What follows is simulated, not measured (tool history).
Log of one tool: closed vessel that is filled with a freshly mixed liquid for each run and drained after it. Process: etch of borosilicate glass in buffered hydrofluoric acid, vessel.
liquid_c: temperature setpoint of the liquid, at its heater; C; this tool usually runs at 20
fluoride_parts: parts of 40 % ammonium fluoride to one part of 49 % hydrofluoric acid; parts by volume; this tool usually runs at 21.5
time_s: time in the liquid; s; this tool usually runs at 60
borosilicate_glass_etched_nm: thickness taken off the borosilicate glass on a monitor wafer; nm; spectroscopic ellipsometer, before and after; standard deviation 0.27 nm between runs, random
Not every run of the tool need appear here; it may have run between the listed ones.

run     day  liquid_c  fluoride_parts  time_s  wafers since the last listed run  hours since the thermometer was replaced  hours since the hydrofluoric acid flow meter was replaced  hours since the gauge calibration  read-back film thickness of the borosilicate glass reference wafer, read on the same gauge (nm)  borosilicate_glass_etched_nm
  1       0        20            21.5      60                                 0                                     168.9                                                      180.7                               59.6                                                                                            89.98                         30.36
  2   1.367        20            21.5      60                              4635                                     201.7                                                      213.5                               92.4                                                                                               90                         31.04
  3   3.892        20            21.5      60                              8564                                     262.3                                                      274.1                                153                                                                                            90.03                         30.28
  4   5.858        20            21.5      60                              6670                                     309.5                                                      321.3                              200.2                                                                                            89.97                         30.39
  5   7.371        20            21.5      60                              5130                                     345.8                                                      357.6                              236.5                                                                                            89.94                          30.6
  6   10.35        20            21.5      60                             10105                                     417.3                                                      429.1                                308                                                                                            90.05                          30.3
  7  13.083        20            21.5      60                              9271                                     482.9                                                      494.7                              373.6                                                                                            90.02                         30.21
  8  14.946        20              24      60                              6317                                     527.6                                                      539.4                              418.3                                                                                            89.97                         27.65
       16.4  -- thermometer replaced
  9  16.862        20              24      60                              6360                                      11.1                                                      585.4                              464.3                                                                                            89.93                         28.06
 10  19.238      21.5            21.5      60                              8056                                      68.1                                                      642.4                              521.3                                                                                            90.05                         32.66

Run 11 comes next. What will it give?
 11  23.712      18.5            21.5      70                             15179                                     175.5                                                      749.8                              628.7                                                                                                ?                             ?

read-back film thickness of the borosilicate glass reference wafer, read on the same gauge (nm): 89.93
borosilicate_glass_etched_nm: 32.94 nm
Were there no unlogged condition in the tool, this run, its random variation unchanged, would have produced borosilicate_glass_etched_nm 32.94 nm.
